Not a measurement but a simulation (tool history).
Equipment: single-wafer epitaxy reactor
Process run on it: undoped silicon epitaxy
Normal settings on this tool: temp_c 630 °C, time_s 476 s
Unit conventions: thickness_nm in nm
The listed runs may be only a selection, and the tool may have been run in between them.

| run | hour | temp_c | time_s | wafers since the last listed run | hours since the last pyrometer calibration | hours since the gauge calibration | read-back reference wafer on the same gauge, thickness_nm | thickness_nm |
|---|---|---|---|---|---|---|---|---|
| 1 | 0 | 630 | 476 | 0 | 1491.3 | 402.6 | 50.469 | 46.145 |
| 2 | 32.6 | 630 | 476 | 128 | 1523.9 | 435.2 | 50.413 | 45.855 |
| 3 | 50.1 | 630 | 476 | 68 | 1541.4 | 452.7 | 50.404 | 45.898 |
| 4 | 80.8 | 630 | 476 | 120 | 1572.1 | 483.4 | 50.331 | 45.773 |
| 5 | 104 | 630 | 476 | 91 | 1595.3 | 506.6 | 50.351 | 45.83 |
| 6 | 122.1 | 641 | 429 | 71 | 1613.4 | 524.7 | 50.331 | 51.692 |
| 7 | 139.3 | 641 | 429 | 67 | 1630.6 | 541.9 | 50.396 | 51.431 |
| 8 | 162.4 | 630 | 418 | 90 | 1653.7 | 565 | 50.385 | 40.44 |
| 9 | 191.1 | 630 | 418 | 112 | 1682.4 | 593.7 | 50.397 | 40.318 |
| 10 | 225 | 630 | 476 | 133 | 1716.3 | 627.6 | 50.416 | 45.986 |
| 11 | 245.7 | 630 | 476 | 81 | 1737 | 648.3 | 50.452 | 45.671 |
| 12 | 350.2 | 642 | 423 | 410 | 1841.5 | 752.8 | 50.34 | 51.697 |
| 13 | 374.3 | 624 | 476 | 94 | 1865.6 | 776.9 | 50.393 | 40.6 |
| 14 | 407.1 | 624 | 476 | 128 | 1898.4 | 809.7 | 50.322 | 40.634 |
| 15 | 457.8 | 630 | 509 | 199 | 1949.1 | 860.4 | 50.435 | 49.11 |
|  | 473.1 | pyrometer calibrated |
| 16 | 475.8 | 642 | 476 | 39 | 2.7 | 878.4 | 50.409 | 61.696 |
| 17 | 506.6 | 630 | 476 | 120 | 33.5 | 909.2 | 50.41 | 48.447 |
| 18 | 533.3 | 644 | 415 | 104 | 60.2 | 935.9 | 50.396 | 55.317 |
|  | 537.1 | gauge calibrated |
| 19 | 552.1 | 630 | 476 | 73 | 79 | 15 | 50.419 | 47.869 |
| 20 | 564.9 | 630 | 476 | 50 | 91.8 | 27.8 | 50.436 | 47.975 |
| 21 | 586.3 | 616 | 434 | 84 | 113.2 | 49.2 | 50.382 | 32.965 |
| 22 | 609.7 | 615 | 399 | 91 | 136.6 | 72.6 | 50.393 | 29.487 |
| 23 | 639.6 | 630 | 436 | 117 | 166.5 | 102.5 | 50.421 | 43.7 |
| 24 | 657 | 630 | 503 | 68 | 183.9 | 119.9 | 50.452 | 50.49 |
| 25 | 691.2 | 630 | 437 | 134 | 218.1 | 154.1 | 50.385 | 43.303 |
| 26 | 719.7 | 623 | 545 | 111 | 246.6 | 182.6 | 50.41 | 47.037 |

Estimate the outcome of run 27 from the log above:
| 27 | 734.5 | 635 | 443 | 58 | 261.4 | 197.4 | ? | ? |

Logged for run 27: read-back reference wafer on the same gauge, thickness_nm 50.331, thickness_nm 48.754 nm.
If the tool had no hidden condition, the same run with the same run-to-run variation would have returned thickness_nm 50.168 nm.

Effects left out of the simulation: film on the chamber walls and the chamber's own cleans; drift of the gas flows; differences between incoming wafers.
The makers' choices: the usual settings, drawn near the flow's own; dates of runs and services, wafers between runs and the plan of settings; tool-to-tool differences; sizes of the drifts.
